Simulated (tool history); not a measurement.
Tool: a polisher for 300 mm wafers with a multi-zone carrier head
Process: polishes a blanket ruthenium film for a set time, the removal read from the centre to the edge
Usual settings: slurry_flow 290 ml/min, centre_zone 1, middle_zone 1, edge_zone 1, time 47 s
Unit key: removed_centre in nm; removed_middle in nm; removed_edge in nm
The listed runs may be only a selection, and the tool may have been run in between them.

run	day	slurry_flow	centre_zone	middle_zone	edge_zone	time	incoming thickness of the incoming film, nm	removed_centre	removed_middle	removed_edge
1	0	290	1	1	1	47	418.7	34.2	34.6	35.1
# day 2.317: slurry nozzle cleaned
2	2.742	290	1	1	0.93	62	418.7	48	48.2	47.2
# day 3.217: carrier head's membrane replaced by a new one
3	3.871	290	1	1.1	1	47	420	36.1	38.5	36.7
# day 4.246: edge zone pressure recalibrated
4	6.858	235	1	1.03	1.11	58	417.3	41.2	42.9	44.6
5	7.942	330	1	0.96	1	51	414.6	37.2	37.2	38.2
6	10.575	345	1	1	1	56	423.1	40	40.2	40.1
7	12.188	215	1	1	1	47	423.4	30.4	30.6	31.3
# day 14.108: worn pad replaced by a new one
8	14.129	290	1.05	1	0.89	47	422.5	35.7	34.4	33.6
# day 15.675: centre zone pressure recalibrated
9	16.629	290	1	1	1	47	428.4	34.1	34.8	35
# day 18.817: slurry nozzle cleaned
10	19.875	290	1	1	1	58	424.1	44.5	44.5	45.4
11	21.921	290	1	1	1	47	424.2	35.5	35.1	36.1
# day 22.304: edge zone pressure recalibrated
12	24.842	235	0.96	1	0.92	55	414	37.3	38.6	38
13	27.812	290	1	1	1	47	424.9	32.4	33.6	33.1
14	29.275	290	1	1	1	47	418.7	31.9	32.4	32.6
15	30.388	290	1.04	0.97	1.1	35	418.4	24.6	23.3	25.6
16	31.438	290	1	1	1	37	424.1	24.9	24.9	25.8
# day 32.5: worn pad replaced by a new one
# day 35.092: centre zone pressure recalibrated
# day 35.408: carrier head's membrane replaced by a new one
# day 35.779: slurry nozzle cleaned
# day 39.838: edge zone pressure recalibrated
17	40.042	315	0.91	1	0.9	41	414.9	28.7	31.3	30.4
18	42	255	1	1	1	47	418.3	33.9	34.8	34.6

Predict the results of run 19:
19	43.921	290	1.05	1.07	0.89	47	421.5	?	?	?

{"run 19": {"removed_centre": 34.9, "removed_middle": 36.1, "removed_edge": 33.2}}
Take away the tool's hidden state, keep the run-to-run variation as it was, and the same run would have given removed_centre 38.7 nm, removed_middle 39.9 nm, removed_edge 36.2 nm.
